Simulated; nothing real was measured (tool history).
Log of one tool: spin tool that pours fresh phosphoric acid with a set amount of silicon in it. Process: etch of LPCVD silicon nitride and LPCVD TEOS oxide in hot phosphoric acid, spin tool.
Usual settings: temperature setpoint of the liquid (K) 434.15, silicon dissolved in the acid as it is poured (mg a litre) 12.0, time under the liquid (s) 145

| run | hour | temperature setpoint of the liquid (K) | silicon dissolved in the acid as it is poured (mg a litre) | time under the liquid (s) | read-back film thickness of the LPCVD silicon nitride reference wafer, read on the same gauge (nm) | thickness taken off the LPCVD silicon nitride on a monitor wafer (nm) |
|---|---|---|---|---|---|---|
| 1 | 0.0 | 431.65 | 12.0 | 145 | 110.00 | 12.82 |
| 2 | 50.0 | 431.65 | 12.0 | 215 | 109.96 | 19.08 |
| 3 | 97.2 | 434.15 | 12.0 | 145 | 109.94 | 14.16 |
| 4 | 142.6 | 436.65 | 12.0 | 170 | 110.00 | 17.84 |
| 5 | 169.6 | 434.15 | 20.5 | 145 | 110.01 | 13.99 |
| 6 | 223.2 | 434.15 | 19.5 | 175 | 109.97 | 16.77 |
|  | 247.6 | thermometer replaced |
| 7 | 284.3 | 434.15 | 12.0 | 145 | 110.06 | 13.97 |
| 8 | 321.3 | 431.65 | 19.0 | 125 | 109.99 | 11.04 |
| 9 | 392.4 | 434.15 | 12.0 | 145 | 110.00 | 13.97 |
| 10 | 416.6 | 434.15 | 12.0 | 145 | 110.05 | 13.85 |
| 11 | 470.1 | 434.15 | 5.5 | 75 | 110.06 | 7.06 |
| 12 | 541.3 | 431.15 | 12.0 | 145 | 109.99 | 12.50 |
|  | 547.3 | dissolved silicon flow meter replaced |
| 13 | 606.3 | 434.15 | 12.0 | 145 | 110.01 | 13.95 |
| 14 | 632.8 | 432.65 | 12.0 | 225 | 110.00 | 20.65 |
|  | 659.1 | gauge calibrated |
| 15 | 693.2 | 434.15 | 9.0 | 145 | 110.03 | 14.04 |
| 16 | 724.8 | 434.15 | 12.0 | 185 | 110.01 | 17.69 |
| 17 | 782.3 | 434.15 | 12.0 | 145 | 110.00 | 13.79 |
| 18 | 845.3 | 434.15 | 12.0 | 80 | 110.03 | 7.56 |
| 19 | 907.8 | 435.15 | 4.5 | 145 | 109.98 | 14.18 |
| 20 | 942.7 | 434.15 | 12.0 | 145 | 109.99 | 13.50 |
| 21 | 996.3 | 434.15 | 12.0 | 65 | 110.04 | 6.08 |
| 22 | 1157.1 | 434.15 | 7.5 | 75 | 110.02 | 7.02 |

4 ways to go on from here, each from the tool as it stands after run 22. What would each give?
| A | 1157.6 | 432.65 | 12.0 | 145 | ? | ? |
| B | 1157.6 | 434.15 | 17.5 | 220 | ? | ? |
| C | 1157.6 | 436.15 | 12.0 | 145 | ? | ? |
| D | 1157.6 | 434.15 | 6.5 | 145 | ? | ? |

| run | read-back film thickness of the LPCVD silicon nitride reference wafer, read on the same gauge (nm) | thickness taken off the LPCVD silicon nitride on a monitor wafer (nm) |
|---|---|---|
| A | 110.01 | 12.90 |
| B | 110.01 | 20.59 |
| C | 110.01 | 14.51 |
| D | 110.01 | 13.57 |
Without the tool's hidden state the same runs would have given:
| run | thickness taken off the LPCVD silicon nitride on a monitor wafer (nm) |
|---|---|
| A | 13.29 |
| B | 21.21 |
| C | 14.94 |
| D | 13.98 |

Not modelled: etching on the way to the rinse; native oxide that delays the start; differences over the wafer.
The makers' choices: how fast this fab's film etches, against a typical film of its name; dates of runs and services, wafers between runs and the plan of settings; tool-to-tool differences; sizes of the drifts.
